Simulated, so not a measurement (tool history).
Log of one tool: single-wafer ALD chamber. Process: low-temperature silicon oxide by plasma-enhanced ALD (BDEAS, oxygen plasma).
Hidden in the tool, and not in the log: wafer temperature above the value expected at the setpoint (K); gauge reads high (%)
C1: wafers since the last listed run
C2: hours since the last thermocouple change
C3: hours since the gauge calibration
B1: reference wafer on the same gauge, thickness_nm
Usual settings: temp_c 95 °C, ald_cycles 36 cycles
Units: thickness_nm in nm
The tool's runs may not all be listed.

run 1 hour=0.0 | temp_c=95 ald_cycles=36 | C1=0 C2=1680.2 C3=247.2 | B1=6.525 | thickness_nm=5.641
run 2 hour=14.6 | temp_c=95 ald_cycles=36 | C1=89 C2=1694.8 C3=261.8 | B1=6.519 | thickness_nm=5.643
run 3 hour=30.2 | temp_c=95 ald_cycles=36 | C1=95 C2=1710.4 C3=277.4 | B1=6.520 | thickness_nm=5.633
run 4 hour=58.0 | temp_c=95 ald_cycles=36 | C1=170 C2=1738.2 C3=305.2 | B1=6.502 | thickness_nm=5.637
run 5 hour=74.7 | temp_c=95 ald_cycles=36 | C1=102 C2=1754.9 C3=321.9 | B1=6.504 | thickness_nm=5.617
run 6 hour=92.2 | temp_c=95 ald_cycles=36 | C1=107 C2=1772.4 C3=339.4 | B1=6.503 | thickness_nm=5.615
run 7 hour=110.1 | temp_c=95 ald_cycles=36 | C1=110 C2=1790.3 C3=357.3 | B1=6.494 | thickness_nm=5.613
run 8 hour=137.4 | temp_c=95 ald_cycles=36 | C1=167 C2=1817.6 C3=384.6 | B1=6.489 | thickness_nm=5.605
-- hour=150.5 gauge calibrated
run 9 hour=154.7 | temp_c=95 ald_cycles=36 | C1=106 C2=1834.9 C3=4.2 | B1=6.567 | thickness_nm=5.695
-- hour=163.3 thermocouple changed; heater temperature recalibrated
run 10 hour=168.9 | temp_c=95 ald_cycles=36 | C1=38 C2=5.6 C3=18.4 | B1=6.563 | thickness_nm=5.661
run 11 hour=185.5 | temp_c=101 ald_cycles=41 | C1=102 C2=22.2 C3=35.0 | B1=6.556 | thickness_nm=6.342
run 12 hour=219.4 | temp_c=95 ald_cycles=43 | C1=208 C2=56.1 C3=68.9 | B1=6.549 | thickness_nm=6.778
run 13 hour=249.9 | temp_c=85 ald_cycles=31 | C1=187 C2=86.6 C3=99.4 | B1=6.548 | thickness_nm=5.069
run 14 hour=266.3 | temp_c=95 ald_cycles=36 | C1=100 C2=103.0 C3=115.8 | B1=6.548 | thickness_nm=5.676
run 15 hour=292.8 | temp_c=101 ald_cycles=40 | C1=162 C2=129.5 C3=142.3 | B1=6.529 | thickness_nm=6.149
run 16 hour=312.4 | temp_c=101 ald_cycles=36 | C1=120 C2=149.1 C3=161.9 | B1=6.527 | thickness_nm=5.534
run 17 hour=341.4 | temp_c=101 ald_cycles=41 | C1=178 C2=178.1 C3=190.9 | B1=6.522 | thickness_nm=6.289
run 18 hour=357.0 | temp_c=95 ald_cycles=36 | C1=95 C2=193.7 C3=206.5 | B1=6.520 | thickness_nm=5.616
run 19 hour=385.8 | temp_c=103 ald_cycles=31 | C1=177 C2=222.5 C3=235.3 | B1=6.511 | thickness_nm=4.718
run 20 hour=415.0 | temp_c=82 ald_cycles=30 | C1=179 C2=251.7 C3=264.5 | B1=6.494 | thickness_nm=4.929
run 21 hour=447.7 | temp_c=105 ald_cycles=31 | C1=201 C2=284.4 C3=297.2 | B1=6.495 | thickness_nm=4.694

How the hidden state differs across the entries between the runs, from the last listed run before each to the first after it:
Between runs 8 and 9: gauge calibrated (hour 150.5)
  gauge reads high (%): -1.42 -> -0.133
  measured less the result without the state, thickness_nm: -0.081 -> -0.007 nm
Between runs 9 and 10: thermocouple changed; heater temperature recalibrated (hour 163.3)
  gauge reads high (%): -0.133 -> -0.19
  measured less the result without the state, thickness_nm: -0.007 -> -0.011 nm

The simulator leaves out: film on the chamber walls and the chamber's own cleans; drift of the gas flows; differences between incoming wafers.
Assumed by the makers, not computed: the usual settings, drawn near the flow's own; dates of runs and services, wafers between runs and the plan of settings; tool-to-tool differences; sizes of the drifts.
